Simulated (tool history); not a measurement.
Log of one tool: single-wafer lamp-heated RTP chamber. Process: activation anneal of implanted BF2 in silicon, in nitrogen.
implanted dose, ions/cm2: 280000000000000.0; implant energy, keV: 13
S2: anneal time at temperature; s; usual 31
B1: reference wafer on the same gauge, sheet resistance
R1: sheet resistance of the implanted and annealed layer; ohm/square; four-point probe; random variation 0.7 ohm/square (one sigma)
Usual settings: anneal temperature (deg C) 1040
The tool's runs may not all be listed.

run 1 hour=0.0 | anneal_temperature_(deg_C)=1040 S2=40 | B1=379.04 | R1=459.09
run 2 hour=21.4 | anneal_temperature_(deg_C)=1040 S2=40 | B1=379.10 | R1=457.29
run 3 hour=33.6 | anneal_temperature_(deg_C)=1040 S2=31 | B1=378.98 | R1=462.03
run 4 hour=68.4 | anneal_temperature_(deg_C)=1040 S2=31 | B1=379.19 | R1=461.34
-- hour=79.1 reflector plate cleaned
run 5 hour=127.6 | anneal_temperature_(deg_C)=1040 S2=31 | B1=379.04 | R1=461.51
run 6 hour=162.0 | anneal_temperature_(deg_C)=1040 S2=31 | B1=378.98 | R1=462.16
-- hour=163.8 gauge calibrated
run 7 hour=177.5 | anneal_temperature_(deg_C)=1040 S2=31 | B1=379.01 | R1=460.24
run 8 hour=202.7 | anneal_temperature_(deg_C)=1040 S2=31 | B1=378.96 | R1=459.06
run 9 hour=228.6 | anneal_temperature_(deg_C)=1040 S2=45 | B1=379.03 | R1=450.40
-- hour=250.5 reflector plate cleaned
-- hour=299.4 pyrometer window cleaned and pyrometer calibrated
run 10 hour=299.9 | anneal_temperature_(deg_C)=1040 S2=31 | B1=379.12 | R1=462.53
run 11 hour=323.9 | anneal_temperature_(deg_C)=1040 S2=13 | B1=378.97 | R1=476.10
run 12 hour=339.4 | anneal_temperature_(deg_C)=1018 S2=31 | B1=378.93 | R1=469.32
run 13 hour=355.5 | anneal_temperature_(deg_C)=1061 S2=42 | B1=378.95 | R1=445.60
run 14 hour=380.0 | anneal_temperature_(deg_C)=1040 S2=25 | B1=379.19 | R1=464.67

Forecast each of these 3 alternatives for the next run:
run A hour=380.4 | anneal_temperature_(deg_C)=1010 S2=31 | B1=? | R1=?
run B hour=380.4 | anneal_temperature_(deg_C)=1040 S2=24 | B1=? | R1=?
run C hour=380.4 | anneal_temperature_(deg_C)=1028 S2=31 | B1=? | R1=?

run=A B1=378.95 R1=470.44
run=B B1=378.95 R1=464.70
run=C B1=378.95 R1=464.41
Without the tool's hidden state the same runs would have given:
run=A R1=472.86
run=B R1=466.96
run=C R1=466.70
